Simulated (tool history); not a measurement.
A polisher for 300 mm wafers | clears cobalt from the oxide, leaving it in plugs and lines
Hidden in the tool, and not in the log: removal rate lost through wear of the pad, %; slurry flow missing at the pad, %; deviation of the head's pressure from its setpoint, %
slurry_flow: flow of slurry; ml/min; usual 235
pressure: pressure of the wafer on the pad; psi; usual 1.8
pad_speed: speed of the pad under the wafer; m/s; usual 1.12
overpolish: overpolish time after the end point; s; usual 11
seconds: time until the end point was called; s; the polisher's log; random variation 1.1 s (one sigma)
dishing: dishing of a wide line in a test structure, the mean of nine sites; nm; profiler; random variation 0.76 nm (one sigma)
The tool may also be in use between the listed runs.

run,hour,slurry_flow,pressure,pad_speed,overpolish,wafers since the last listed run,wafers polished on this pad,hours since the slurry nozzle was cleaned,hours since the head pressure was calibrated,"incoming thickness of the incoming film, nm",seconds,dishing
1,0,235,1.8,1.12,11,0,1316,94.5,349,298.9,59.5,34.7
# hour 13.4: worn pad replaced by a new one
# hour 22.3: head pressure recalibrated
2,30,235,1.4,1.4,11,207,126,124.5,7.7,302.2,69,31.9
3,64.7,235,1.4,1.4,11,299,425,159.2,42.4,302.6,68.3,31.2
4,78.8,235,1.8,1.12,11,121,547,173.3,56.5,302,65.7,31.3
5,91.6,235,1.8,1.12,11,110,657,186.1,69.3,295.3,64.2,31.5
6,118.5,235,1.8,1.12,11,232,890,213,96.2,299.8,65.5,32.7
7,152.5,235,1.8,1.12,11,293,1183,247,130.2,301.2,66.7,32.4
# hour 158.4: worn pad replaced by a new one, of another model than before
8,172.5,235,1.8,1.12,11,138,121,267,150.2,299.7,66.3,32.6
9,205.9,235,1.8,1.12,11,288,410,300.4,183.6,297.9,65.9,32.7
10,241.6,235,1.8,1,11,308,718,336.1,219.3,293.1,67.5,30.7
11,268.2,235,1.8,1.12,11,229,947,362.7,245.9,301.4,63.7,32.9
12,282.6,235,1.8,1.12,11,124,1072,377.1,260.3,303.1,65.3,31.7
13,294.9,235,1.8,1.12,11,106,1178,389.4,272.6,299.7,62.8,32.5
# hour 305.5: worn pad replaced by a new one
14,328.7,235,1.8,1.12,11,257,200,423.2,306.4,305.4,64.5,32.8
# hour 358.1: head pressure recalibrated
15,363.6,235,2.2,0.92,11,283,484,458.1,5.5,297.4,62.3,33
16,392.6,235,1.8,1.12,11,250,734,487.1,34.5,300.6,65.2,32.2
17,420.9,235,1.8,1.12,14,244,978,515.4,62.8,299.7,65.8,36.3
# hour 447.1: slurry nozzle cleaned
18,448,180,1.8,1.12,7,225,1203,0.9,89.9,299.9,69.7,22.4
# hour 463.4: worn pad replaced by a new one
19,479.9,235,1.8,1.12,7,240,142,32.8,121.8,297.7,65.6,23.4
20,507.2,235,1.8,1.12,8,235,378,60.1,149.1,304.2,66.5,26.1
21,527.6,285,1.8,0.74,11,176,554,80.5,169.5,302.6,79.3,29
22,556.3,235,1.8,1.12,11,247,801,109.2,198.2,300.5,65.1,32
23,589.6,235,1.8,1.12,11,287,1089,142.5,231.5,303.2,65.2,31.4
24,602,235,1.8,1.12,11,107,1196,154.9,243.9,302.6,62.8,33.6
# hour 615.8: worn pad replaced by a new one
25,632.1,210,1.8,1.12,11,225,140,185,274,300.3,65.3,33.4
26,667.5,275,2.2,1.12,13,305,445,220.4,309.4,301.5,54.1,39.2
# hour 692.5: head pressure recalibrated
27,692.8,290,1.8,1.4,8,201,646,245.7,0.3,298.9,55.3,28.8
28,709.6,260,1.8,0.74,11,145,791,262.5,17.1,300.9,79.4,27.9
29,744.2,235,2.3,0.9,5,298,1090,297.1,51.7,299.4,62.8,18.9

3 options for the next run, each taken on its own from the tool as it stands now. Forecast them:
A,744.6,235,1.8,1.12,11,3,1094,297.5,52.1,302.1,?,?
B,744.6,235,2.3,1.12,11,3,1094,297.5,52.1,302.1,?,?
C,744.6,285,1.8,1.12,11,3,1094,297.5,52.1,302.1,?,?

run,seconds,dishing
A,66.4,32.6
B,56.3,35.8
C,64.7,33.1
Take away the tool's hidden state, keep each run's random variation, and the runs would have read:
run,seconds,dishing
A,67.3,32.3
B,57.1,35.5
C,65.6,32.8

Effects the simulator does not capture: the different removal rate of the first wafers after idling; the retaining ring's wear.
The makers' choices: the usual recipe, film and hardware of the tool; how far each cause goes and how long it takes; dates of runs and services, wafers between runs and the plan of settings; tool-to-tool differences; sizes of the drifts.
